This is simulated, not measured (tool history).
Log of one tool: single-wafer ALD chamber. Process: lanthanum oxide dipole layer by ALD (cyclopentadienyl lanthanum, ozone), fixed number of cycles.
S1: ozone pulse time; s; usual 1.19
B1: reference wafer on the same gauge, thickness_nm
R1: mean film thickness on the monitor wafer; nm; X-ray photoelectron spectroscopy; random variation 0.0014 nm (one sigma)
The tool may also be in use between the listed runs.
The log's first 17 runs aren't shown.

Run 18, hour 219.9: usual settings; B1 0.508. Result: R1 0.518 nm.
Run 19, hour 225.9: usual settings but S1 0.81 s; B1 0.508. Result: R1 0.425 nm.
Run 20, hour 234.9: usual settings; B1 0.508. Result: R1 0.514 nm.
Run 21, hour 285.9: usual settings but S1 1.46 s; B1 0.508. Result: R1 0.548 nm.
At hour 299.5: ozone generator serviced.
Run 22, hour 300.1: usual settings but S1 1.45 s; B1 0.508. Result: R1 0.57 nm.
At hour 309.3: gauge calibrated.
Run 23, hour 317.9: usual settings but S1 1.5 s; B1 0.508. Result: R1 0.573 nm.
Run 24, hour 330.4: usual settings but S1 1.37 s; B1 0.508. Result: R1 0.564 nm.
Run 25, hour 340.1: usual settings; B1 0.508. Result: R1 0.545 nm.
Run 26, hour 356.9: usual settings but S1 0.95 s; B1 0.508. Result: R1 0.502 nm.
Run 27, hour 373: usual settings but S1 1.62 s; B1 0.508. Result: R1 0.578 nm.
Run 28, hour 380.2: usual settings but S1 0.78 s; B1 0.508. Result: R1 0.454 nm.
Run 29, hour 394.2: usual settings; B1 0.508. Result: R1 0.544 nm.
Run 30, hour 402.1: usual settings but S1 0.94 s; B1 0.508. Result: R1 0.499 nm.
Run 31, hour 413.8: usual settings; B1 0.508. Result: R1 0.542 nm.
Run 32, hour 430.2: usual settings but S1 0.97 s; B1 0.508. Result: R1 0.505 nm.
Run 33, hour 437.9: usual settings; B1 0.508. Result: R1 0.542 nm.
Run 34, hour 449.9: usual settings but S1 1 s; B1 0.508. Result: R1 0.512 nm.
Run 35, hour 462.5: usual settings but S1 1.51 s; B1 0.508. Result: R1 0.572 nm.

Forecast each of these 3 alternatives for the next run:
Run A, hour 462.9: usual settings; B1 ?. Result: R1 ?.
Run B, hour 462.9: usual settings but S1 1.05 s; B1 ?. Result: R1 ?.
Run C, hour 462.9: usual settings but S1 1.31 s; B1 ?. Result: R1 ?.

run     B1     R1
  A  0.508  0.539
  B  0.508  0.518
  C  0.508  0.553
Without the tool's hidden state the same runs would have given:
run     R1
  A   0.54
  B  0.519
  C  0.554
